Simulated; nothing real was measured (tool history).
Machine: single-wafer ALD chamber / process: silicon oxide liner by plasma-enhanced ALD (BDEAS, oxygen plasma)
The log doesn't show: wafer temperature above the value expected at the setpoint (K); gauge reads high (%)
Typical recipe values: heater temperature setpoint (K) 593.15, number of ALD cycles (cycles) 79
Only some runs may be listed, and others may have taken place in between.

| run | hour | heater temperature setpoint (K) | number of ALD cycles (cycles) | wafers since the last listed run | hours since the last thermocouple change | hours since the gauge calibration | read-back reference wafer on the same gauge, thickness_nm | mean film thickness on the monitor wafer (nm) |
|---|---|---|---|---|---|---|---|---|
| 1 | 0.0 | 593.15 | 79 | 0 | 721.5 | 265.1 | 8.027 | 7.742 |
| 2 | 32.5 | 593.15 | 79 | 107 | 754.0 | 297.6 | 8.024 | 7.730 |
| 3 | 83.1 | 593.15 | 89 | 166 | 804.6 | 348.2 | 8.015 | 8.694 |
| 4 | 109.8 | 593.15 | 89 | 88 | 831.3 | 374.9 | 8.012 | 8.670 |
| 5 | 180.5 | 593.15 | 89 | 233 | 902.0 | 445.6 | 7.998 | 8.685 |
| 6 | 232.4 | 586.15 | 79 | 171 | 953.9 | 497.5 | 7.989 | 7.743 |
| 7 | 300.3 | 593.15 | 79 | 223 | 1021.8 | 565.4 | 7.979 | 7.718 |
| 8 | 333.6 | 593.15 | 79 | 109 | 1055.1 | 598.7 | 7.978 | 7.679 |
| 9 | 377.3 | 593.15 | 79 | 144 | 1098.8 | 642.4 | 7.960 | 7.656 |
|  | 395.9 | thermocouple changed; heater temperature recalibrated |
| 10 | 406.6 | 593.15 | 79 | 70 | 10.7 | 671.7 | 7.960 | 7.624 |
| 11 | 451.3 | 593.15 | 79 | 147 | 55.4 | 716.4 | 7.961 | 7.684 |
| 12 | 504.6 | 593.15 | 79 | 175 | 108.7 | 769.7 | 7.956 | 7.653 |
| 13 | 539.5 | 593.15 | 79 | 115 | 143.6 | 804.6 | 7.946 | 7.659 |
| 14 | 569.0 | 593.15 | 79 | 97 | 173.1 | 834.1 | 7.940 | 7.654 |
| 15 | 614.2 | 603.15 | 79 | 148 | 218.3 | 879.3 | 7.936 | 7.535 |
| 16 | 642.4 | 603.15 | 79 | 92 | 246.5 | 907.5 | 7.926 | 7.542 |
|  | 734.9 | gauge calibrated |
| 17 | 825.0 | 603.15 | 79 | 601 | 429.1 | 90.1 | 8.048 | 7.652 |
| 18 | 861.3 | 602.15 | 84 | 119 | 465.4 | 126.4 | 8.048 | 8.150 |
| 19 | 906.4 | 593.15 | 63 | 148 | 510.5 | 171.5 | 8.037 | 6.175 |
| 20 | 1047.1 | 593.15 | 64 | 463 | 651.2 | 312.2 | 8.015 | 6.233 |
| 21 | 1092.0 | 599.15 | 79 | 147 | 696.1 | 357.1 | 8.005 | 7.634 |
| 22 | 1141.8 | 593.15 | 79 | 164 | 745.9 | 406.9 | 7.998 | 7.718 |
| 23 | 1176.6 | 593.15 | 79 | 114 | 780.7 | 441.7 | 7.992 | 7.696 |
|  | 1285.6 | thermocouple changed; heater temperature recalibrated |
| 24 | 1286.1 | 588.15 | 85 | 334 | 0.5 | 551.2 | 7.973 | 8.307 |
| 25 | 1323.2 | 606.15 | 69 | 122 | 37.6 | 588.3 | 7.966 | 6.602 |
| 26 | 1357.6 | 599.15 | 88 | 113 | 72.0 | 622.7 | 7.968 | 8.464 |
| 27 | 1415.4 | 585.15 | 69 | 190 | 129.8 | 680.5 | 7.956 | 6.758 |
| 28 | 1455.8 | 608.15 | 93 | 133 | 170.2 | 720.9 | 7.953 | 8.844 |
| 29 | 1523.1 | 608.15 | 64 | 221 | 237.5 | 788.2 | 7.936 | 6.072 |
| 30 | 1570.7 | 585.15 | 79 | 156 | 285.1 | 835.8 | 7.934 | 7.726 |
| 31 | 1618.2 | 593.15 | 79 | 156 | 332.6 | 883.3 | 7.927 | 7.625 |
| 32 | 1653.2 | 583.15 | 70 | 115 | 367.6 | 918.3 | 7.919 | 6.840 |
| 33 | 1709.5 | 606.15 | 92 | 185 | 423.9 | 974.6 | 7.909 | 8.687 |
| 34 | 1774.6 | 593.15 | 79 | 214 | 489.0 | 1039.7 | 7.902 | 7.597 |

4 options for the next run, each taken on its own from the tool as it stands now. Forecast them:
| A | 1775.1 | 593.15 | 66 | 1 | 489.5 | 1040.2 | ? | ? |
| B | 1775.1 | 584.15 | 68 | 1 | 489.5 | 1040.2 | ? | ? |
| C | 1775.1 | 588.15 | 95 | 1 | 489.5 | 1040.2 | ? | ? |
| D | 1775.1 | 597.15 | 72 | 1 | 489.5 | 1040.2 | ? | ? |

| run | read-back reference wafer on the same gauge, thickness_nm | mean film thickness on the monitor wafer (nm) |
|---|---|---|
| A | 7.896 | 6.348 |
| B | 7.896 | 6.620 |
| C | 7.896 | 9.200 |
| D | 7.896 | 6.888 |
Had the tool no hidden state, the same runs would have come out as:
| run | mean film thickness on the monitor wafer (nm) |
|---|---|
| A | 6.485 |
| B | 6.763 |
| C | 9.398 |
| D | 7.036 |
